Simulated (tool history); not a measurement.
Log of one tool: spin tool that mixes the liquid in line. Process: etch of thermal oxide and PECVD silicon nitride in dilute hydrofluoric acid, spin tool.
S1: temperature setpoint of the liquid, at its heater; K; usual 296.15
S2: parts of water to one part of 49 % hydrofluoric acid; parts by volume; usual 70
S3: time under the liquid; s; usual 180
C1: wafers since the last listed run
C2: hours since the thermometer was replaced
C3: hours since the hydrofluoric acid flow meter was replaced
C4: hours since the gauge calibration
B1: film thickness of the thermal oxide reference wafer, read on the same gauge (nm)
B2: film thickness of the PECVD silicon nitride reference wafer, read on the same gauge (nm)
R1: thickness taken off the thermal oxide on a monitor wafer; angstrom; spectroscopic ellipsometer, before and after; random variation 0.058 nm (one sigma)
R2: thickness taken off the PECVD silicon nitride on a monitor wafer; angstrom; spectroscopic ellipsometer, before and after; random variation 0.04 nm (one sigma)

Run 1, hour 0.0: usual settings; C1 0; C2 122.6; C3 24.1; C4 2124.0; B1 100.01; B2 89.97. Result: R1 113.0 angstrom, R2 60.3 angstrom.
Run 2, hour 95.6: usual settings; C1 550; C2 218.2; C3 119.7; C4 2219.6; B1 100.00; B2 90.03. Result: R1 112.0 angstrom, R2 59.9 angstrom.
At hour 196.1: gauge calibrated.
Run 3, hour 378.9: usual settings; C1 1632; C2 501.5; C3 403.0; C4 182.8; B1 100.02; B2 90.00. Result: R1 107.8 angstrom, R2 57.8 angstrom.
Run 4, hour 436.6: usual settings; C1 332; C2 559.2; C3 460.7; C4 240.5; B1 100.04; B2 89.96. Result: R1 108.5 angstrom, R2 57.5 angstrom.
Run 5, hour 480.9: usual settings; C1 255; C2 603.5; C3 505.0; C4 284.8; B1 100.00; B2 90.07. Result: R1 107.7 angstrom, R2 57.3 angstrom.
At hour 501.7: thermometer replaced.
Run 6, hour 580.2: usual settings but S1 298.15 K, S3 75 s; C1 566; C2 78.5; C3 604.3; C4 384.1; B1 100.02; B2 89.99. Result: R1 50.7 angstrom, R2 28.7 angstrom.
Run 7, hour 642.5: usual settings but S2 90 parts by volume; C1 358; C2 140.8; C3 666.6; C4 446.4; B1 99.98; B2 89.98. Result: R1 84.6 angstrom, R2 47.0 angstrom.
Run 8, hour 725.5: usual settings; C1 478; C2 223.8; C3 749.6; C4 529.4; B1 100.01; B2 90.01. Result: R1 111.1 angstrom, R2 59.2 angstrom.
Run 9, hour 767.9: usual settings; C1 244; C2 266.2; C3 792.0; C4 571.8; B1 99.99; B2 89.95. Result: R1 109.9 angstrom, R2 58.5 angstrom.
Run 10, hour 820.8: usual settings but S1 299.65 K, S2 35 parts by volume, S3 145 s; C1 304; C2 319.1; C3 844.9; C4 624.7; B1 99.99; B2 89.97. Result: R1 212.8 angstrom, R2 117.6 angstrom.
Run 11, hour 914.9: usual settings but S1 293.65 K; C1 542; C2 413.2; C3 939.0; C4 718.8; B1 100.02; B2 90.01. Result: R1 98.4 angstrom, R2 48.0 angstrom.
Run 12, hour 951.0: usual settings but S1 298.15 K; C1 208; C2 449.3; C3 975.1; C4 754.9; B1 100.02; B2 90.02. Result: R1 117.1 angstrom, R2 65.4 angstrom.
Run 13, hour 1007.2: usual settings; C1 323; C2 505.5; C3 1031.3; C4 811.1; B1 100.00; B2 90.02. Result: R1 107.2 angstrom, R2 56.5 angstrom.
Run 14, hour 1060.2: usual settings but S1 297.65 K; C1 305; C2 558.5; C3 1084.3; C4 864.1; B1 100.00; B2 89.97. Result: R1 114.1 angstrom, R2 62.3 angstrom.
Run 15, hour 1137.4: usual settings but S1 294.65 K, S2 90 parts by volume; C1 444; C2 635.7; C3 1161.5; C4 941.3; B1 99.96; B2 89.98. Result: R1 76.2 angstrom, R2 39.6 angstrom.
Run 16, hour 1188.2: usual settings; C1 292; C2 686.5; C3 1212.3; C4 992.1; B1 100.03; B2 89.96. Result: R1 106.1 angstrom, R2 56.0 angstrom.
At hour 1193.8: thermometer replaced.
Run 17, hour 1285.4: usual settings but S1 299.15 K, S3 280 s; C1 554; C2 91.6; C3 1309.5; C4 1089.3; B1 99.97; B2 89.95. Result: R1 193.7 angstrom, R2 113.1 angstrom.
Run 18, hour 1375.0: usual settings; C1 516; C2 181.2; C3 1399.1; C4 1178.9; B1 100.00; B2 90.02. Result: R1 109.4 angstrom, R2 57.9 angstrom.
At hour 1458.7: hydrofluoric acid flow meter replaced.
Run 19, hour 1460.0: usual settings but S1 300.15 K, S3 75 s; C1 484; C2 266.2; C3 1.3; C4 1263.9; B1 100.01; B2 90.06. Result: R1 55.1 angstrom, R2 31.9 angstrom.
Run 20, hour 1503.8: usual settings but S2 85 parts by volume, S3 145 s; C1 252; C2 310.0; C3 45.1; C4 1307.7; B1 100.00; B2 89.96. Result: R1 72.3 angstrom, R2 39.5 angstrom.
Run 21, hour 1591.0: usual settings; C1 502; C2 397.2; C3 132.3; C4 1394.9; B1 100.01; B2 89.99. Result: R1 110.4 angstrom, R2 58.7 angstrom.
Run 22, hour 1681.4: usual settings but S1 298.65 K; C1 520; C2 487.6; C3 222.7; C4 1485.3; B1 100.00; B2 89.98. Result: R1 121.6 angstrom, R2 68.9 angstrom.
Run 23, hour 1721.6: usual settings but S1 300.65 K, S2 50 parts by volume, S3 110 s; C1 231; C2 527.8; C3 262.9; C4 1525.5; B1 100.01; B2 90.01. Result: R1 115.5 angstrom, R2 65.8 angstrom.
Run 24, hour 1804.0: usual settings; C1 474; C2 610.2; C3 345.3; C4 1607.9; B1 100.00; B2 90.02. Result: R1 108.3 angstrom, R2 56.5 angstrom.
Run 25, hour 1911.7: usual settings but S1 299.65 K, S2 50 parts by volume, S3 115 s; C1 620; C2 717.9; C3 453.0; C4 1715.6; B1 100.00; B2 89.98. Result: R1 113.6 angstrom, R2 63.5 angstrom.
At hour 1945.6: thermometer replaced.
Run 26, hour 2011.4: usual settings but S2 40 parts by volume, S3 275 s; C1 568; C2 65.8; C3 552.7; C4 1815.3; B1 100.00; B2 89.97. Result: R1 311.6 angstrom, R2 161.3 angstrom.

Forecast each of these 3 alternatives for the next run:
Run A, hour 2011.9: usual settings but S2 40 parts by volume; C1 2; C2 66.3; C3 553.2; C4 1815.8; B1 ?; B2 ?. Result: R1 ?, R2 ?.
Run B, hour 2011.9: usual settings but S1 294.65 K, S2 45 parts by volume, S3 220 s; C1 2; C2 66.3; C3 553.2; C4 1815.8; B1 ?; B2 ?. Result: R1 ?, R2 ?.
Run C, hour 2011.9: usual settings but S1 298.65 K, S2 85 parts by volume, S3 210 s; C1 2; C2 66.3; C3 553.2; C4 1815.8; B1 ?; B2 ?. Result: R1 ?, R2 ?.

run     B1     B2     R1     R2
  A  99.97  90.00  204.3  104.8
  B  99.97  90.00  207.1  103.0
  C  99.97  90.00  117.1   69.0
Without the tool's hidden state the same runs would have given:
run     R1     R2
  A  208.4  107.4
  B  211.2  105.6
  C  119.4   70.7
